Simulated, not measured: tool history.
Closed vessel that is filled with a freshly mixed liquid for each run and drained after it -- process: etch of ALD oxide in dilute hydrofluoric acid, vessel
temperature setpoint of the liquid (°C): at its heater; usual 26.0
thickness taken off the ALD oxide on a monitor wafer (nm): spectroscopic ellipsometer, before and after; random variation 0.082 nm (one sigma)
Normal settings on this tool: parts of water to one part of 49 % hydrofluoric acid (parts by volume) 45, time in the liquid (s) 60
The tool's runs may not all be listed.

run     day  temperature setpoint of the liquid (°C)  parts of water to one part of 49 % hydrofluoric acid (parts by volume)  time in the liquid (s)  wafers since the last listed run  hours since the thermometer was replaced  hours since the hydrofluoric acid flow meter was replaced  hours since the gauge calibration  read-back film thickness of the ALD oxide reference wafer, read on the same gauge (nm)  thickness taken off the ALD oxide on a monitor wafer (nm)
  1   0.000                                     26.0                                                                      50                      60                                 0                                     695.9                                                     2088.7                              269.4                                                                                   90.03                                                      18.40
  2   0.742                                     26.0                                                                      45                      60                              1890                                     713.7                                                     2106.5                              287.2                                                                                   90.02                                                      20.54
  3   1.262                                     26.0                                                                      45                      60                              1327                                     726.2                                                     2119.0                              299.7                                                                                   89.99                                                      20.60
  4   1.708                                     26.0                                                                      45                      60                              1136                                     736.9                                                     2129.7                              310.4                                                                                   89.98                                                      20.40
  5   2.204                                     26.0                                                                      45                      45                              1263                                     748.8                                                     2141.6                              322.3                                                                                   90.03                                                      15.31
  6   2.804                                     26.0                                                                      45                      45                              1529                                     763.2                                                     2156.0                              336.7                                                                                   90.01                                                      15.38
  7   3.471                                     26.0                                                                      45                      60                              1699                                     779.2                                                     2172.0                              352.7                                                                                   89.96                                                      20.57
  8   3.942                                     25.0                                                                      45                      60                              1200                                     790.5                                                     2183.3                              364.0                                                                                   89.99                                                      19.77
  9   4.292                                     25.0                                                                      45                      60                               892                                     798.9                                                     2191.7                              372.4                                                                                   89.99                                                      19.65
 10   4.612                                     25.0                                                                      45                      60                               817                                     806.6                                                     2199.4                              380.1                                                                                   90.01                                                      19.52
 11   5.017                                     28.5                                                                      45                      60                              1030                                     816.3                                                     2209.1                              389.8                                                                                   90.00                                                      22.51
      5.550  -- thermometer replaced
      6.308  -- hydrofluoric acid flow meter replaced
      6.696  -- gauge calibrated
 12   6.783                                     26.0                                                                      45                      60                              4290                                      29.6                                                       11.4                                2.1                                                                                   89.99                                                      21.22
 13   7.258                                     26.0                                                                      45                      60                              1210                                      41.0                                                       22.8                               13.5                                                                                   89.98                                                      21.12
 14   7.912                                     21.0                                                                      30                      30                              1667                                      56.7                                                       38.5                               29.2                                                                                   90.00                                                      13.17
 15   8.488                                     31.0                                                                      60                      30                              1465                                      70.5                                                       52.3                               43.0                                                                                   89.99                                                       9.44
 16   8.842                                     26.0                                                                      45                      60                               902                                      79.0                                                       60.8                               51.5                                                                                   90.00                                                      21.18
 17   9.108                                     24.5                                                                      40                      60                               679                                      85.4                                                       67.2                               57.9                                                                                   90.01                                                      22.49
 18   9.362                                     26.0                                                                      55                      40                               647                                      91.5                                                       73.3                               64.0                                                                                   90.01                                                      11.33
 19   9.812                                     24.5                                                                      45                      60                              1146                                     102.3                                                       84.1                               74.8                                                                                   90.04                                                      19.91
 20  10.154                                     26.0                                                                      45                      90                               870                                     110.5                                                       92.3                               83.0                                                                                   90.01                                                      31.61
 21  10.608                                     26.0                                                                      50                      95                              1157                                     121.4                                                      103.2                               93.9                                                                                   90.01                                                      29.94
 22  11.175                                     26.0                                                                      45                      60                              1444                                     135.0                                                      116.8                              107.5                                                                                   90.00                                                      20.97
 23  11.488                                     26.0                                                                      45                      60                               796                                     142.5                                                      124.3                              115.0                                                                                   90.01                                                      21.09
 24  11.888                                     26.0                                                                      30                      60                              1019                                     152.1                                                      133.9                              124.6                                                                                   90.00                                                      32.37
 25  12.142                                     26.0                                                                      45                      80                               647                                     158.2                                                      140.0                              130.7                                                                                   90.00                                                      28.10
 26  12.612                                     28.0                                                                      40                      75                              1200                                     169.5                                                      151.3                              142.0                                                                                   90.03                                                      32.45
 27  13.254                                     26.0                                                                      55                      50                              1635                                     184.9                                                      166.7                              157.4                                                                                   89.99                                                      14.16
 28  13.854                                     30.5                                                                      45                      60                              1529                                     199.3                                                      181.1                              171.8                                                                                   90.00                                                      25.35
 29  14.158                                     30.5                                                                      30                      90                               775                                     206.6                                                      188.4                              179.1                                                                                   90.04                                                      58.00
 30  14.558                                     26.0                                                                      45                      70                              1019                                     216.2                                                      198.0                              188.7                                                                                   89.98                                                      24.49
 31  15.088                                     22.0                                                                      55                      50                              1348                                     228.9                                                      210.7                              201.4                                                                                   90.01                                                      11.89
 32  15.717                                     26.0                                                                      40                      60                              1603                                     244.0                                                      225.8                              216.5                                                                                   89.99                                                      23.79
 33  16.312                                     30.5                                                                      55                      75                              1518                                     258.3                                                      240.1                              230.8                                                                                   90.03                                                      25.41
 34  16.650                                     26.0                                                                      45                      60                               860                                     266.4                                                      248.2                              238.9                                                                                   89.99                                                      20.84
 35  17.321                                     29.5                                                                      45                      60                              1709                                     282.5                                                      264.3                              255.0                                                                                   89.99                                                      23.97

Alternative continuations, all from the tool just after run 35; predict every row:
  A  17.350                                     23.0                                                                      45                      60                                74                                     283.2                                                      265.0                              255.7                                                                                       ?                                                          ?
  B  17.350                                     28.5                                                                      55                      30                                74                                     283.2                                                      265.0                              255.7                                                                                       ?                                                          ?
  C  17.350                                     31.0                                                                      45                      60                                74                                     283.2                                                      265.0                              255.7                                                                                       ?                                                          ?

run  read-back film thickness of the ALD oxide reference wafer, read on the same gauge (nm)  thickness taken off the ALD oxide on a monitor wafer (nm)
  A                                                                                   90.03                                                      18.52
  B                                                                                   90.03                                                       9.35
  C                                                                                   90.03                                                      25.61
With the hidden condition removed and each run's random variation left untouched, the same runs would have given:
run  thickness taken off the ALD oxide on a monitor wafer (nm)
  A                                                      18.86
  B                                                       9.51
  C                                                      26.04
